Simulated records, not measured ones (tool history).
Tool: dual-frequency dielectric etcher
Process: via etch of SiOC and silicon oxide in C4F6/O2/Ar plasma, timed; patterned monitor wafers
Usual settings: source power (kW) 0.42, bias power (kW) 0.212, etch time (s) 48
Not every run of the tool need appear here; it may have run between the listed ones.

| run | day | source power (kW) | bias power (kW) | etch time (s) | read-back reference wafer on the same gauge, depth_nm | mean etch depth across the wafer (Å) |
|---|---|---|---|---|---|---|
| 1 | 0 | 0.42 | 0.212 | 38.5 | 47.3 | 425 |
| 2 | 1.938 | 0.42 | 0.212 | 38.5 | 47.3 | 426 |
| 3 | 8.638 | 0.36 | 0.212 | 59 | 47.4 | 626 |
| 4 | 11.954 | 0.4 | 0.212 | 48 | 47.3 | 518 |
|  | 15.471 | wet clean of the chamber |
| 5 | 15.492 | 0.4 | 0.212 | 48 | 47.3 | 528 |
| 6 | 17.95 | 0.42 | 0.224 | 38 | 47.3 | 432 |
|  | 19.454 | source power generator calibrated |
| 7 | 20.758 | 0.42 | 0.224 | 38 | 47.3 | 427 |
| 8 | 24.121 | 0.42 | 0.224 | 38 | 47.3 | 427 |
| 9 | 26.796 | 0.42 | 0.227 | 48 | 47.3 | 542 |
|  | 28.388 | upper electrode replaced |
| 10 | 29.854 | 0.47 | 0.212 | 41.5 | 47.3 | 469 |
| 11 | 33.679 | 0.47 | 0.212 | 41.5 | 47.3 | 464 |
|  | 35.804 | wet clean of the chamber |
| 12 | 37.725 | 0.42 | 0.212 | 48 | 47.3 | 529 |
| 13 | 41.946 | 0.34 | 0.212 | 40.5 | 47.3 | 420 |
| 14 | 45.092 | 0.47 | 0.237 | 61.5 | 47.3 | 724 |
| 15 | 47.779 | 0.5 | 0.241 | 48 | 47.4 | 574 |
| 16 | 52.254 | 0.5 | 0.257 | 34 | 47.3 | 413 |
| 17 | 56.504 | 0.42 | 0.212 | 48 | 47.3 | 518 |
|  | 57.688 | wet clean of the chamber |
| 18 | 60.346 | 0.47 | 0.212 | 39.5 | 47.3 | 444 |
|  | 62.896 | gauge calibrated |
|  | 63.267 | bias power generator calibrated |
| 19 | 68.604 | 0.42 | 0.258 | 48 | 47.3 | 570 |
| 20 | 71.258 | 0.38 | 0.247 | 60 | 47.4 | 680 |
| 21 | 75.7 | 0.34 | 0.259 | 57 | 47.3 | 637 |
| 22 | 78.867 | 0.5 | 0.242 | 40.5 | 47.3 | 490 |
|  | 80.662 | wet clean of the chamber |
| 23 | 81.512 | 0.47 | 0.212 | 39.5 | 47.4 | 454 |
| 24 | 83.362 | 0.42 | 0.212 | 48 | 47.3 | 537 |
| 25 | 87.167 | 0.36 | 0.16 | 48 | 47.3 | 460 |
| 26 | 90.654 | 0.42 | 0.185 | 48 | 47.2 | 507 |
| 27 | 94.792 | 0.45 | 0.174 | 34 | 47.3 | 356 |
| 28 | 97.971 | 0.42 | 0.212 | 48 | 47.4 | 529 |

What if the next run were any one of these 5? Each begins from the tool's condition after run 28:
| A | 97.988 | 0.42 | 0.212 | 62 | ? | ? |
| B | 97.988 | 0.48 | 0.212 | 48 | ? | ? |
| C | 97.988 | 0.45 | 0.212 | 48 | ? | ? |
| D | 97.988 | 0.36 | 0.262 | 44 | ? | ? |
| E | 97.988 | 0.51 | 0.19 | 53 | ? | ? |

| run | read-back reference wafer on the same gauge, depth_nm | mean etch depth across the wafer (Å) |
|---|---|---|
| A | 47.3 | 680 |
| B | 47.3 | 546 |
| C | 47.3 | 537 |
| D | 47.3 | 503 |
| E | 47.3 | 589 |
Without the tool's unlogged condition, the same runs would have read:
| run | mean etch depth across the wafer (Å) |
|---|---|
| A | 690 |
| B | 554 |
| C | 545 |
| D | 510 |
| E | 598 |
